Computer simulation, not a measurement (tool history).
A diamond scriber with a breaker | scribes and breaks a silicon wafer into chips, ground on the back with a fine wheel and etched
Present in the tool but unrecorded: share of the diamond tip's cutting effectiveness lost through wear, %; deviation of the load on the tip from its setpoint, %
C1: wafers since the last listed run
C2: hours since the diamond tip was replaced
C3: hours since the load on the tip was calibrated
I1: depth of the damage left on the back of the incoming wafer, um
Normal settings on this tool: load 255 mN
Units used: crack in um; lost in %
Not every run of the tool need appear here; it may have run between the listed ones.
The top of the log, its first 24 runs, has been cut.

Run 25, day 95.575: usual settings; C1 129; C2 309.8; C3 641.9; I1 0.42. Result: crack 12.01 um, lost 1.16 %.
Run 26, day 97.521: usual settings but load 228 mN; C1 103; C2 356.5; C3 688.6; I1 0.56. Result: crack 11.27 um, lost 1.20 %.
Run 27, day 101.988: usual settings; C1 236; C2 463.7; C3 795.8; I1 0.39. Result: crack 12.19 um, lost 1.11 %.
Run 28, day 106.246: usual settings but load 195 mN; C1 225; C2 565.9; C3 898.0; I1 0.71. Result: crack 10.52 um, lost 2.00 %.
Run 29, day 108.142: usual settings; C1 100; C2 611.4; C3 943.5; I1 0.67. Result: crack 12.16 um, lost 1.27 %.
Run 30, day 111.358: usual settings but load 304 mN; C1 170; C2 688.6; C3 1020.7; I1 0.63. Result: crack 13.20 um, lost 2.16 %.
At day 114.229: diamond tip replaced by a new one.
Run 31, day 115.688: usual settings but load 323 mN; C1 224; C2 35.0; C3 1124.6; I1 0.33. Result: crack 13.68 um, lost 2.83 %.
Run 32, day 119.454: usual settings but load 281 mN; C1 199; C2 125.4; C3 1215.0; I1 0.78. Result: crack 12.98 um, lost 1.49 %.
Run 33, day 125.375: usual settings but load 285 mN; C1 313; C2 267.5; C3 1357.1; I1 0.79. Result: crack 13.07 um, lost 1.79 %.
Run 34, day 127.825: usual settings but load 303 mN; C1 129; C2 326.3; C3 1415.9; I1 0.54. Result: crack 13.46 um, lost 2.36 %.
Run 35, day 130.150: usual settings but load 211 mN; C1 123; C2 382.1; C3 1471.7; I1 0.47. Result: crack 11.32 um, lost 1.29 %.
At day 131.371: load on the tip recalibrated.
Run 36, day 132.242: usual settings; C1 106; C2 432.3; C3 20.9; I1 0.78. Result: crack 11.87 um, lost 1.16 %.
Run 37, day 135.921: usual settings but load 235 mN; C1 194; C2 520.6; C3 109.2; I1 0.66. Result: crack 11.55 um, lost 1.32 %.
Run 38, day 137.546: usual settings but load 205 mN; C1 86; C2 559.6; C3 148.2; I1 0.43. Result: crack 10.63 um, lost 1.82 %.
Run 39, day 140.954: usual settings; C1 180; C2 641.4; C3 230.0; I1 0.39. Result: crack 12.02 um, lost 1.13 %.
Run 40, day 142.517: usual settings but load 327 mN; C1 82; C2 678.9; C3 267.5; I1 0.53. Result: crack 13.41 um, lost 2.33 %.
At day 145.212: diamond tip replaced by a new one.
Run 41, day 145.517: usual settings but load 208 mN; C1 154; C2 7.3; C3 339.5; I1 0.75. Result: crack 10.87 um, lost 1.92 %.
Run 42, day 147.421: usual settings but load 321 mN; C1 100; C2 53.0; C3 385.2; I1 0.74. Result: crack 13.64 um, lost 2.18 %.

Alternative continuations, all from the tool just after run 42; predict every row:
Run A, day 147.446: usual settings; C1 1; C2 53.6; C3 385.8; I1 0.57. Result: crack ?, lost ?.
Run B, day 147.446: usual settings but load 322 mN; C1 1; C2 53.6; C3 385.8; I1 0.57. Result: crack ?, lost ?.
Run C, day 147.446: usual settings but load 203 mN; C1 1; C2 53.6; C3 385.8; I1 0.57. Result: crack ?, lost ?.

run  crack  lost
  A  11.88  1.14
  B  13.34  2.26
  C  10.69  1.97
What these runs would have given with no unlogged condition in the tool:
run  crack  lost
  A  11.84  1.14
  B  13.29  2.19
  C  10.65  2.03
